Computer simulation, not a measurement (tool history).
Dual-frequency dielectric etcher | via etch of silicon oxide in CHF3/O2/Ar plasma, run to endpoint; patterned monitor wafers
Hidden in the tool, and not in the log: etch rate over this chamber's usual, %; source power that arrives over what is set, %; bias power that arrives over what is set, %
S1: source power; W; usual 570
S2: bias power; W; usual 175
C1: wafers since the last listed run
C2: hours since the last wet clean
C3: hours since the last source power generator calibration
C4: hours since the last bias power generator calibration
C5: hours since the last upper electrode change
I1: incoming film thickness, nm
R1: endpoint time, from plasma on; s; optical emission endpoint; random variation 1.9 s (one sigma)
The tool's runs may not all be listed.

{"run": 1, "hour": 0.0, "S1": 570, "S2": 175, "C1": 0, "C2": 2.1, "C3": 1999.3, "C4": 411.5, "C5": 1213.1, "I1": 741.1, "R1": 394.4}
{"run": 2, "hour": 29.2, "S1": 570, "S2": 175, "C1": 130, "C2": 31.3, "C3": 2028.5, "C4": 440.7, "C5": 1242.3, "I1": 750.0, "R1": 401.9}
{"run": 3, "hour": 67.1, "S1": 570, "S2": 175, "C1": 169, "C2": 69.2, "C3": 2066.4, "C4": 478.6, "C5": 1280.2, "I1": 746.9, "R1": 397.6}
{"run": 4, "hour": 121.9, "S1": 570, "S2": 175, "C1": 245, "C2": 124.0, "C3": 2121.2, "C4": 533.4, "C5": 1335.0, "I1": 744.3, "R1": 398.8}
{"run": 5, "hour": 178.5, "S1": 570, "S2": 175, "C1": 253, "C2": 180.6, "C3": 2177.8, "C4": 590.0, "C5": 1391.6, "I1": 743.7, "R1": 401.8}
{"run": 6, "hour": 228.2, "S1": 570, "S2": 175, "C1": 222, "C2": 230.3, "C3": 2227.5, "C4": 639.7, "C5": 1441.3, "I1": 740.9, "R1": 398.3}
{"run": 7, "hour": 262.3, "S1": 570, "S2": 175, "C1": 152, "C2": 264.4, "C3": 2261.6, "C4": 673.8, "C5": 1475.4, "I1": 744.8, "R1": 402.4}
{"run": 8, "hour": 290.8, "S1": 570, "S2": 175, "C1": 127, "C2": 292.9, "C3": 2290.1, "C4": 702.3, "C5": 1503.9, "I1": 751.9, "R1": 409.6}
{"run": 9, "hour": 355.0, "S1": 570, "S2": 175, "C1": 287, "C2": 357.1, "C3": 2354.3, "C4": 766.5, "C5": 1568.1, "I1": 747.0, "R1": 404.2}
{"run": 10, "hour": 390.7, "S1": 570, "S2": 175, "C1": 160, "C2": 392.8, "C3": 2390.0, "C4": 802.2, "C5": 1603.8, "I1": 752.9, "R1": 414.6}
{"run": 11, "hour": 427.2, "S1": 620, "S2": 190, "C1": 163, "C2": 429.3, "C3": 2426.5, "C4": 838.7, "C5": 1640.3, "I1": 742.6, "R1": 382.2}
{"run": 12, "hour": 468.2, "S1": 620, "S2": 190, "C1": 183, "C2": 470.3, "C3": 2467.5, "C4": 879.7, "C5": 1681.3, "I1": 743.9, "R1": 384.3}
{"run": 13, "hour": 511.5, "S1": 570, "S2": 175, "C1": 194, "C2": 513.6, "C3": 2510.8, "C4": 923.0, "C5": 1724.6, "I1": 742.7, "R1": 412.7}
{"hour": 642.7, "done": "wet clean of the chamber"}
{"run": 14, "hour": 726.8, "S1": 570, "S2": 175, "C1": 857, "C2": 84.1, "C3": 2726.1, "C4": 1138.3, "C5": 1939.9, "I1": 744.8, "R1": 395.3}
{"run": 15, "hour": 785.6, "S1": 570, "S2": 175, "C1": 263, "C2": 142.9, "C3": 2784.9, "C4": 1197.1, "C5": 1998.7, "I1": 747.5, "R1": 401.3}
{"run": 16, "hour": 832.9, "S1": 680, "S2": 198, "C1": 212, "C2": 190.2, "C3": 2832.2, "C4": 1244.4, "C5": 2046.0, "I1": 740.9, "R1": 359.4}
{"hour": 847.1, "done": "source power generator calibrated"}
{"run": 17, "hour": 893.9, "S1": 570, "S2": 175, "C1": 255, "C2": 251.2, "C3": 46.8, "C4": 1305.4, "C5": 2107.0, "I1": 740.1, "R1": 400.3}
{"run": 18, "hour": 938.2, "S1": 630, "S2": 215, "C1": 198, "C2": 295.5, "C3": 91.1, "C4": 1349.7, "C5": 2151.3, "I1": 744.5, "R1": 357.7}
{"run": 19, "hour": 1093.0, "S1": 570, "S2": 162, "C1": 693, "C2": 450.3, "C3": 245.9, "C4": 1504.5, "C5": 2306.1, "I1": 751.3, "R1": 428.6}
{"hour": 1124.8, "done": "wet clean of the chamber"}
{"hour": 1154.9, "done": "bias power generator calibrated"}
{"run": 20, "hour": 1163.0, "S1": 620, "S2": 190, "C1": 188, "C2": 38.2, "C3": 315.9, "C4": 8.1, "C5": 2376.1, "I1": 741.4, "R1": 380.7}
{"run": 21, "hour": 1201.6, "S1": 690, "S2": 213, "C1": 173, "C2": 76.8, "C3": 354.5, "C4": 46.7, "C5": 2414.7, "I1": 749.8, "R1": 353.5}
{"run": 22, "hour": 1252.0, "S1": 570, "S2": 175, "C1": 225, "C2": 127.2, "C3": 404.9, "C4": 97.1, "C5": 2465.1, "I1": 748.7, "R1": 410.8}
{"run": 23, "hour": 1322.9, "S1": 620, "S2": 202, "C1": 317, "C2": 198.1, "C3": 475.8, "C4": 168.0, "C5": 2536.0, "I1": 755.2, "R1": 378.8}
{"hour": 1417.1, "done": "upper electrode replaced"}
{"run": 24, "hour": 1501.3, "S1": 570, "S2": 175, "C1": 692, "C2": 376.5, "C3": 654.2, "C4": 346.4, "C5": 84.2, "I1": 746.2, "R1": 414.1}
{"run": 25, "hour": 1542.2, "S1": 570, "S2": 175, "C1": 183, "C2": 417.4, "C3": 695.1, "C4": 387.3, "C5": 125.1, "I1": 741.1, "R1": 413.5}
{"run": 26, "hour": 1586.4, "S1": 710, "S2": 160, "C1": 198, "C2": 461.6, "C3": 739.3, "C4": 431.5, "C5": 169.3, "I1": 743.1, "R1": 414.6}
{"run": 27, "hour": 1615.8, "S1": 500, "S2": 218, "C1": 131, "C2": 491.0, "C3": 768.7, "C4": 460.9, "C5": 198.7, "I1": 745.0, "R1": 387.1}
{"hour": 1682.7, "done": "wet clean of the chamber"}
{"run": 28, "hour": 1683.2, "S1": 700, "S2": 143, "C1": 194, "C2": 0.5, "C3": 836.1, "C4": 528.3, "C5": 266.1, "I1": 754.8, "R1": 421.7}
{"run": 29, "hour": 1702.5, "S1": 680, "S2": 135, "C1": 86, "C2": 19.8, "C3": 855.4, "C4": 547.6, "C5": 285.4, "I1": 737.7, "R1": 428.5}
{"run": 30, "hour": 1758.8, "S1": 570, "S2": 175, "C1": 252, "C2": 76.1, "C3": 911.7, "C4": 603.9, "C5": 341.7, "I1": 741.9, "R1": 401.4}
{"run": 31, "hour": 1792.3, "S1": 620, "S2": 137, "C1": 150, "C2": 109.6, "C3": 945.2, "C4": 637.4, "C5": 375.2, "I1": 742.2, "R1": 441.2}

Measured less the same run without the tool's hidden state. The same run-to-run variation is in both; the gauge's scatter may not be:
run=1 R1=-6.0
run=2 R1=-5.1
run=3 R1=-3.9
run=4 R1=-2.1
run=5 R1=-0.3
run=6 R1=+1.2
run=7 R1=+2.3
run=8 R1=+3.3
run=9 R1=+5.3
run=10 R1=+6.6
run=11 R1=+7.0
run=12 R1=+8.3
run=13 R1=+10.6
run=14 R1=-4.6
run=15 R1=-2.8
run=16 R1=-1.3
run=17 R1=+0.7
run=18 R1=+1.5
run=19 R1=+7.9
run=20 R1=+1.0
run=21 R1=+2.0
run=22 R1=+4.0
run=23 R1=+5.7
run=24 R1=+12.1
run=25 R1=+13.4
run=26 R1=+15.0
run=27 R1=+14.7
run=28 R1=-4.5
run=29 R1=-3.9
run=30 R1=-2.2
run=31 R1=-0.8
